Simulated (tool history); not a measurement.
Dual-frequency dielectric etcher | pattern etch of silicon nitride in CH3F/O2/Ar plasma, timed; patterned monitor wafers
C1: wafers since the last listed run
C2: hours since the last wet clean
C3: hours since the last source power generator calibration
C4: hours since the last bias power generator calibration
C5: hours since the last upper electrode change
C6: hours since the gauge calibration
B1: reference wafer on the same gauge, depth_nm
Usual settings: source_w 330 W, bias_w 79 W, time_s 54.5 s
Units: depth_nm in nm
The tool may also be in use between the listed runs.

run 1 day=0.000 | source_w=300 bias_w=86 time_s=54.5 | C1=0 C2=73.0 C3=3470.0 C4=2716.2 C5=2099.4 C6=327.7 | B1=43.99 | depth_nm=39.26
run 2 day=0.721 | source_w=300 bias_w=86 time_s=54.5 | C1=228 C2=90.3 C3=3487.3 C4=2733.5 C5=2116.7 C6=345.0 | B1=43.99 | depth_nm=39.23
run 3 day=1.592 | source_w=300 bias_w=86 time_s=54.5 | C1=276 C2=111.2 C3=3508.2 C4=2754.4 C5=2137.6 C6=365.9 | B1=44.00 | depth_nm=39.32
run 4 day=2.454 | source_w=330 bias_w=70 time_s=54.5 | C1=273 C2=131.9 C3=3528.9 C4=2775.1 C5=2158.3 C6=386.6 | B1=44.01 | depth_nm=35.94
run 5 day=3.788 | source_w=330 bias_w=70 time_s=54.5 | C1=423 C2=163.9 C3=3560.9 C4=2807.1 C5=2190.3 C6=418.6 | B1=44.01 | depth_nm=36.00
run 6 day=4.754 | source_w=350 bias_w=79 time_s=59.5 | C1=306 C2=187.1 C3=3584.1 C4=2830.3 C5=2213.5 C6=441.8 | B1=44.00 | depth_nm=42.86
run 7 day=5.438 | source_w=330 bias_w=79 time_s=54.5 | C1=216 C2=203.5 C3=3600.5 C4=2846.7 C5=2229.9 C6=458.2 | B1=44.00 | depth_nm=38.60
run 8 day=6.621 | source_w=370 bias_w=79 time_s=62.5 | C1=375 C2=231.9 C3=3628.9 C4=2875.1 C5=2258.3 C6=486.6 | B1=44.00 | depth_nm=45.92
run 9 day=7.321 | source_w=330 bias_w=79 time_s=48.0 | C1=222 C2=248.7 C3=3645.7 C4=2891.9 C5=2275.1 C6=503.4 | B1=43.99 | depth_nm=34.11
-- day=7.508 source power generator calibrated
-- day=8.179 gauge calibrated
run 10 day=8.433 | source_w=330 bias_w=79 time_s=48.0 | C1=300 C2=275.4 C3=22.2 C4=2918.6 C5=2301.8 C6=6.1 | B1=44.02 | depth_nm=34.13
-- day=9.300 bias power generator calibrated
run 11 day=9.825 | source_w=330 bias_w=79 time_s=48.0 | C1=388 C2=308.8 C3=55.6 C4=12.6 C5=2335.2 C6=39.5 | B1=44.00 | depth_nm=33.05
run 12 day=10.729 | source_w=330 bias_w=79 time_s=54.5 | C1=287 C2=330.5 C3=77.3 C4=34.3 C5=2356.9 C6=61.2 | B1=44.01 | depth_nm=37.60
-- day=11.967 upper electrode replaced
run 13 day=11.988 | source_w=370 bias_w=86 time_s=54.5 | C1=82 C2=360.7 C3=107.5 C4=64.5 C5=0.5 C6=91.4 | B1=44.00 | depth_nm=40.96
run 14 day=12.296 | source_w=370 bias_w=79 time_s=62.5 | C1=97 C2=368.1 C3=114.9 C4=71.9 C5=7.9 C6=98.8 | B1=44.00 | depth_nm=44.67
run 15 day=13.538 | source_w=330 bias_w=79 time_s=54.5 | C1=394 C2=397.9 C3=144.7 C4=101.7 C5=37.7 C6=128.6 | B1=43.99 | depth_nm=37.60
-- day=14.829 wet clean of the chamber
run 16 day=14.979 | source_w=330 bias_w=79 time_s=48.0 | C1=140 C2=3.6 C3=179.3 C4=136.3 C5=72.3 C6=163.2 | B1=44.00 | depth_nm=32.76
run 17 day=16.471 | source_w=400 bias_w=72 time_s=49.5 | C1=473 C2=39.4 C3=215.1 C4=172.1 C5=108.1 C6=199.0 | B1=44.01 | depth_nm=34.09
run 18 day=17.596 | source_w=330 bias_w=79 time_s=54.5 | C1=357 C2=66.4 C3=242.1 C4=199.1 C5=135.1 C6=226.0 | B1=44.01 | depth_nm=37.41
run 19 day=19.092 | source_w=330 bias_w=94 time_s=54.5 | C1=474 C2=102.3 C3=278.0 C4=235.0 C5=171.0 C6=261.9 | B1=44.00 | depth_nm=41.30
run 20 day=20.538 | source_w=410 bias_w=79 time_s=54.5 | C1=459 C2=137.0 C3=312.7 C4=269.7 C5=205.7 C6=296.6 | B1=43.99 | depth_nm=40.14
run 21 day=21.042 | source_w=400 bias_w=61 time_s=54.5 | C1=160 C2=149.1 C3=324.8 C4=281.8 C5=217.8 C6=308.7 | B1=44.01 | depth_nm=34.22
run 22 day=21.825 | source_w=330 bias_w=95 time_s=67.5 | C1=248 C2=167.9 C3=343.6 C4=300.6 C5=236.6 C6=327.5 | B1=44.01 | depth_nm=51.58
run 23 day=22.692 | source_w=330 bias_w=79 time_s=67.0 | C1=275 C2=188.7 C3=364.4 C4=321.4 C5=257.4 C6=348.3 | B1=44.00 | depth_nm=46.16

Hidden state at the last listed run before each entry between runs and at the first one after, where it differs:
Between runs 9 and 10: source power generator calibrated (day 7.508); gauge calibrated (day 8.179)
  etch rate over this chamber's usual, %: 0.895 -> 0.987; bias power that arrives over what is set, %: 5.82 -> 5.87
  measured less the result without the state, depth_nm: +1.36 -> +1.40 nm
Between runs 10 and 11: bias power generator calibrated (day 9.300)
  etch rate over this chamber's usual, %: 0.987 -> 1.1; bias power that arrives over what is set, %: 5.87 -> -0.237
  measured less the result without the state, depth_nm: +1.40 -> +0.32 nm
Between runs 12 and 13: upper electrode replaced (day 11.967)
  etch rate over this chamber's usual, %: 1.17 -> 1.28; bias power that arrives over what is set, %: -0.197 -> -0.142
  measured less the result without the state, depth_nm: +0.39 -> +0.48 nm
Between runs 15 and 16: wet clean of the chamber (day 14.829)
  etch rate over this chamber's usual, %: 1.4 -> 0.258; bias power that arrives over what is set, %: -0.0737 -> -0.0103
  measured less the result without the state, depth_nm: +0.51 -> +0.08 nm
